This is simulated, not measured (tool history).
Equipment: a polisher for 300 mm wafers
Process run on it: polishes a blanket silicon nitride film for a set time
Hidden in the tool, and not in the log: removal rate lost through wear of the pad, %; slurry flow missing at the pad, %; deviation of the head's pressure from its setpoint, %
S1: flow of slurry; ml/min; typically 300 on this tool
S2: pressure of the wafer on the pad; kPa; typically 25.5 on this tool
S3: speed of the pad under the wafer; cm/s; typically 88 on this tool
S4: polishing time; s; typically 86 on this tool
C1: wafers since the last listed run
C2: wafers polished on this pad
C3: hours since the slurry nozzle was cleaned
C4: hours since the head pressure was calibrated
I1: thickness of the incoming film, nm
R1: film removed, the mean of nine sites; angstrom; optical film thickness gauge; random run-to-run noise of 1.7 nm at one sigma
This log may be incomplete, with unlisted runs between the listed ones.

run	hour	S1	S2	S3	S4	C1	C2	C3	C4	I1	R1
1	0	300	31.7	88	86	0	708	193.6	323.8	809.5	1434
# hour 25.8: worn pad replaced by a new one
2	28.7	300	31.7	88	86	206	24	222.3	352.5	802.8	1445
3	60.4	300	25.5	76	86	265	289	254	384.2	805.2	1152
4	86.1	300	25.5	76	86	215	504	279.7	409.9	804.9	1113
5	116.5	215	25.5	88	65	254	758	310.1	440.3	802.5	911
# hour 123.9: worn pad replaced by a new one
6	150.4	215	25.5	88	65	250	221	344	474.2	807.3	880
# hour 164.6: slurry nozzle cleaned
7	175.9	300	25.5	88	86	204	426	11.3	499.7	800.7	1187
8	195.9	300	25.5	88	86	167	593	31.3	519.7	815	1153
# hour 216.3: worn pad replaced by a new one
# hour 230.3: head pressure recalibrated
9	230.8	215	25.5	88	65	241	104	66.2	0.5	823.1	975
10	258	300	25.5	88	86	227	331	93.4	27.7	810.7	1312
11	283.8	255	33.8	62	105	215	547	119.2	53.5	807.5	1579
12	302.7	300	17.9	74	86	158	705	138.1	72.4	815.9	946
# hour 308.4: worn pad replaced by a new one
13	335.8	380	25.5	88	86	243	229	171.2	105.5	799.6	1353
14	351	300	25.5	114	72	127	356	186.4	120.7	817.7	1317
15	367.4	230	25.5	88	70	137	493	202.8	137.1	822.7	1055
16	390.4	300	25.5	88	86	192	686	225.8	160.1	815.1	1282

What if the next run were any one of these 3? Each begins from the tool's condition after run 16:
A	390.8	300	25.5	88	86	3	689	226.2	160.5	796.7	?
B	390.8	300	25.5	66	74	3	689	226.2	160.5	796.7	?
C	390.8	300	18.6	100	86	3	689	226.2	160.5	796.7	?

run	R1
A	1331
B	962
C	1187
What these runs would have given with no unlogged condition in the tool:
run	R1
A	1330
B	961
C	1186
